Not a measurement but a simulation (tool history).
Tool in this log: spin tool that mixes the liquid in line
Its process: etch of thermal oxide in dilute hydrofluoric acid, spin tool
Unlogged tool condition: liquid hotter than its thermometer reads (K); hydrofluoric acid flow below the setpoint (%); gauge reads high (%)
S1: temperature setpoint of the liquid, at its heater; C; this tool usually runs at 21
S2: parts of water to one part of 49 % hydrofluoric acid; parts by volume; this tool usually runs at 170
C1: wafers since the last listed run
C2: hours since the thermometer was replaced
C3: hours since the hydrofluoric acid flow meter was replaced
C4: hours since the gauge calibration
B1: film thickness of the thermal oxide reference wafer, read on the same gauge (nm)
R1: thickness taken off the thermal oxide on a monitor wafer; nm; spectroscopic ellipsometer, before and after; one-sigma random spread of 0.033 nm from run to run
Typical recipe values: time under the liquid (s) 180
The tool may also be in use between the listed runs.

Run 1, hour 0: usual settings; C1 0; C2 2260; C3 742.9; C4 36.4; B1 40.004. Result: R1 3.529 nm.
At hour 0.3: hydrofluoric acid flow meter replaced.
Run 2, hour 43.2: usual settings but S2 155 parts by volume; C1 340; C2 2303.2; C3 42.9; C4 79.6; B1 39.988. Result: R1 4.173 nm.
Run 3, hour 140.2: usual settings but S2 155 parts by volume; C1 770; C2 2400.2; C3 139.9; C4 176.6; B1 40.005. Result: R1 4.123 nm.
Run 4, hour 213.9: usual settings but S2 155 parts by volume; C1 585; C2 2473.9; C3 213.6; C4 250.3; B1 40.028. Result: R1 4.081 nm.
Run 5, hour 300.6: usual settings but time under the liquid (s) 215; C1 688; C2 2560.6; C3 300.3; C4 337; B1 39.978. Result: R1 4.464 nm.
Run 6, hour 392.6: usual settings but time under the liquid (s) 215; C1 730; C2 2652.6; C3 392.3; C4 429; B1 40.011. Result: R1 4.418 nm.
Run 7, hour 434.9: usual settings; C1 335; C2 2694.9; C3 434.6; C4 471.3; B1 40.01. Result: R1 3.604 nm.
Run 8, hour 485: usual settings; C1 397; C2 2745; C3 484.7; C4 521.4; B1 40.04. Result: R1 3.616 nm.
At hour 546.9: thermometer replaced.
At hour 547.2: gauge calibrated.
Run 9, hour 560.8: usual settings but S1 23 C, S2 140 parts by volume, time under the liquid (s) 130; C1 594; C2 13.9; C3 560.5; C4 13.6; B1 40.026. Result: R1 3.542 nm.
At hour 605.4: hydrofluoric acid flow meter replaced.
Run 10, hour 649.5: usual settings but S2 135 parts by volume, time under the liquid (s) 125; C1 696; C2 102.6; C3 44.1; C4 102.3; B1 40.031. Result: R1 3.41 nm.
Run 11, hour 723.3: usual settings; C1 586; C2 176.4; C3 117.9; C4 176.1; B1 40.006. Result: R1 3.744 nm.
Run 12, hour 798.9: usual settings; C1 600; C2 252; C3 193.5; C4 251.7; B1 40.008. Result: R1 3.737 nm.
Run 13, hour 889.9: usual settings but S2 115 parts by volume, time under the liquid (s) 85; C1 722; C2 343; C3 284.5; C4 342.7; B1 39.986. Result: R1 2.737 nm.
Run 14, hour 973.1: usual settings; C1 660; C2 426.2; C3 367.7; C4 425.9; B1 40.025. Result: R1 3.68 nm.
Run 15, hour 1048.6: usual settings but S1 18 C, S2 230 parts by volume, time under the liquid (s) 230; C1 599; C2 501.7; C3 443.2; C4 501.4; B1 39.978. Result: R1 2.855 nm.
Run 16, hour 1090.8: usual settings but S2 100 parts by volume, time under the liquid (s) 85; C1 335; C2 543.9; C3 485.4; C4 543.6; B1 40.001. Result: R1 3.222 nm.

Below, each run's measurement less what the same run would have read without the hidden state. Both values contain the same run-to-run variation, but the gauge's scatter may not be the same in both:
run      R1
  1   -0.23
  2  -0.058
  3   -0.09
  4  -0.114
  5  -0.159
  6  -0.192
  7  -0.169
  8  -0.186
  9  -0.203
 10  -0.026
 11  -0.052
 12  -0.075
 13  -0.072
 14  -0.127
 15   -0.12
 16  -0.135
